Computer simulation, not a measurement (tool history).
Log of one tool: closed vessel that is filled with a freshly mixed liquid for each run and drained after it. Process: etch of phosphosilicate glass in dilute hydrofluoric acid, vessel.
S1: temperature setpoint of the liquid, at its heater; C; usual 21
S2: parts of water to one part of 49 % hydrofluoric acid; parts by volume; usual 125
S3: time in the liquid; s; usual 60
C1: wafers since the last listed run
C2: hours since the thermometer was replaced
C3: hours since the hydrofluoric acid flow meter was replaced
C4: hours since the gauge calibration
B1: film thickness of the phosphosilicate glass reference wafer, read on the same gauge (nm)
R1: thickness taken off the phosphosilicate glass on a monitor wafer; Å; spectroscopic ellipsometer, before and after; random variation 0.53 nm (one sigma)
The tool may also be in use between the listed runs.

Run 1, hour 0: usual settings but S1 23.5 C; C1 0; C2 529; C3 464.8; C4 75.3; B1 39.99. Result: R1 630 Å.
Run 2, hour 103.5: usual settings but S2 80 parts by volume, S3 90 s; C1 11030; C2 632.5; C3 568.3; C4 178.8; B1 39.98. Result: R1 1402.5 Å.
Run 3, hour 134.6: usual settings but S2 80 parts by volume, S3 90 s; C1 3314; C2 663.6; C3 599.4; C4 209.9; B1 40.04. Result: R1 1388.6 Å.
Run 4, hour 179.2: usual settings but S2 160 parts by volume, S3 50 s; C1 4753; C2 708.2; C3 644; C4 254.5; B1 39.98. Result: R1 345.9 Å.
Run 5, hour 207.2: usual settings but S2 160 parts by volume, S3 50 s; C1 2984; C2 736.2; C3 672; C4 282.5; B1 40.03. Result: R1 346.8 Å.
Run 6, hour 268.7: usual settings; C1 6554; C2 797.7; C3 733.5; C4 344; B1 39.99. Result: R1 554.3 Å.
Run 7, hour 299.1: usual settings; C1 3239; C2 828.1; C3 763.9; C4 374.4; B1 40.07. Result: R1 559.8 Å.
At hour 320.8: thermometer replaced.
At hour 320.8: hydrofluoric acid flow meter replaced.
Run 8, hour 353.6: usual settings; C1 5699; C2 32.8; C3 32.8; C4 428.9; B1 40.04. Result: R1 506 Å.
At hour 353.9: gauge calibrated.
Run 9, hour 386.9: usual settings but S2 140 parts by volume; C1 3548; C2 66.1; C3 66.1; C4 33; B1 40.04. Result: R1 442.1 Å.
At hour 426.9: hydrofluoric acid flow meter replaced, repeated, since the last time left the tool worse.
Run 10, hour 454.4: usual settings but S1 17 C; C1 7087; C2 133.6; C3 27.5; C4 100.5; B1 39.99. Result: R1 507.5 Å.
Run 11, hour 500.9: usual settings but S1 24.5 C, S2 150 parts by volume, S3 90 s; C1 4955; C2 180.1; C3 74; C4 147; B1 40.02. Result: R1 820.6 Å.
Run 12, hour 536.3: usual settings but S1 17 C, S2 165 parts by volume, S3 30 s; C1 3772; C2 215.5; C3 109.4; C4 182.4; B1 40.02. Result: R1 184.2 Å.
Run 13, hour 567.4: usual settings; C1 3314; C2 246.6; C3 140.5; C4 213.5; B1 40.05. Result: R1 590.3 Å.
Run 14, hour 592.2: usual settings but S1 17 C, S2 80 parts by volume, S3 90 s; C1 2643; C2 271.4; C3 165.3; C4 238.3; B1 39.98. Result: R1 1212.9 Å.

The same runs without the tool's hidden state, with the same run-to-run variation:
The hidden state here: liquid colder than its thermometer reads (K); hydrofluoric acid flow below the setpoint (%); gauge reads high (%).
run      R1
  1     674
  2  1512.9
  3  1503.1
  4   378.5
  5   380.7
  6   611.4
  7   619.7
  8   609.1
  9   535.7
 10   513.8
 11   835.5
 12   188.2
 13     605
 14  1244.9
